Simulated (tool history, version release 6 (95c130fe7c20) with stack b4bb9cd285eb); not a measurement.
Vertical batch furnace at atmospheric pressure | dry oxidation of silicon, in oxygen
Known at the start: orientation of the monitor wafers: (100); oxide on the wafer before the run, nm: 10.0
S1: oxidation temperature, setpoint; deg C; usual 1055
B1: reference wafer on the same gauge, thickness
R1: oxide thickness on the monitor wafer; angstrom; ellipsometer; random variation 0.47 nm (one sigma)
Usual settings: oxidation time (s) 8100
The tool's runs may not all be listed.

run 1 hour=0.0 | S1=1055 oxidation_time_(s)=8100 | B1=117.84 | R1=1305.8
run 2 hour=45.4 | S1=1055 oxidation_time_(s)=8100 | B1=117.58 | R1=1305.1
run 3 hour=115.5 | S1=1068 oxidation_time_(s)=8100 | B1=117.71 | R1=1439.8
run 4 hour=167.5 | S1=1041 oxidation_time_(s)=8100 | B1=117.41 | R1=1167.5
run 5 hour=231.8 | S1=1041 oxidation_time_(s)=8100 | B1=117.55 | R1=1161.4
run 6 hour=280.2 | S1=1055 oxidation_time_(s)=8100 | B1=117.66 | R1=1297.4
run 7 hour=347.4 | S1=1055 oxidation_time_(s)=8100 | B1=117.24 | R1=1295.6
-- hour=369.1 gauge calibrated
run 8 hour=377.5 | S1=1055 oxidation_time_(s)=8100 | B1=121.73 | R1=1346.0
-- hour=411.3 thermocouples replaced and temperature profile calibrated
run 9 hour=411.8 | S1=1055 oxidation_time_(s)=8100 | B1=121.44 | R1=1341.7
-- hour=446.3 boat lift adjusted
run 10 hour=446.7 | S1=1055 oxidation_time_(s)=8100 | B1=121.09 | R1=1335.7
run 11 hour=513.4 | S1=1055 oxidation_time_(s)=8100 | B1=120.57 | R1=1336.5
run 12 hour=545.6 | S1=1055 oxidation_time_(s)=8100 | B1=120.39 | R1=1334.2
run 13 hour=591.7 | S1=1040 oxidation_time_(s)=4590 | B1=120.03 | R1=823.9
run 14 hour=655.3 | S1=1067 oxidation_time_(s)=4140 | B1=119.86 | R1=957.9
run 15 hour=692.5 | S1=1048 oxidation_time_(s)=4410 | B1=119.75 | R1=853.3
run 16 hour=726.5 | S1=1055 oxidation_time_(s)=6360 | B1=119.37 | R1=1126.0
run 17 hour=789.0 | S1=1066 oxidation_time_(s)=11580 | B1=119.43 | R1=1791.3
run 18 hour=833.7 | S1=1068 oxidation_time_(s)=8100 | B1=119.42 | R1=1455.4
run 19 hour=870.0 | S1=1055 oxidation_time_(s)=6360 | B1=119.01 | R1=1134.9
run 20 hour=940.6 | S1=1055 oxidation_time_(s)=10890 | B1=118.95 | R1=1580.2
run 21 hour=976.6 | S1=1055 oxidation_time_(s)=8100 | B1=119.07 | R1=1312.0
run 22 hour=1036.2 | S1=1055 oxidation_time_(s)=6600 | B1=118.68 | R1=1150.0
run 23 hour=1072.0 | S1=1040 oxidation_time_(s)=6240 | B1=118.68 | R1=982.4
run 24 hour=1115.7 | S1=1055 oxidation_time_(s)=8100 | B1=118.65 | R1=1311.3
run 25 hour=1162.8 | S1=1077 oxidation_time_(s)=9270 | B1=118.71 | R1=1671.5

The same runs without the tool's hidden state, with the same run-to-run variation:
The hidden state here: true tube temperature minus thermocouple reading, K; monitor wafer colder than the profiled boat position, K; gauge reads high (%).
run=1 R1=1341.4
run=2 R1=1341.3
run=3 R1=1480.6
run=4 R1=1201.0
run=5 R1=1195.2
run=6 R1=1335.5
run=7 R1=1334.1
run=8 R1=1338.6
run=9 R1=1337.7
run=10 R1=1334.8
run=11 R1=1340.8
run=12 R1=1340.7
run=13 R1=829.7
run=14 R1=967.0
run=15 R1=862.6
run=16 R1=1139.5
run=17 R1=1815.9
run=18 R1=1477.1
run=19 R1=1152.7
run=20 R1=1607.1
run=21 R1=1335.2
run=22 R1=1171.3
run=23 R1=1001.0
run=24 R1=1336.9
run=25 R1=1704.9

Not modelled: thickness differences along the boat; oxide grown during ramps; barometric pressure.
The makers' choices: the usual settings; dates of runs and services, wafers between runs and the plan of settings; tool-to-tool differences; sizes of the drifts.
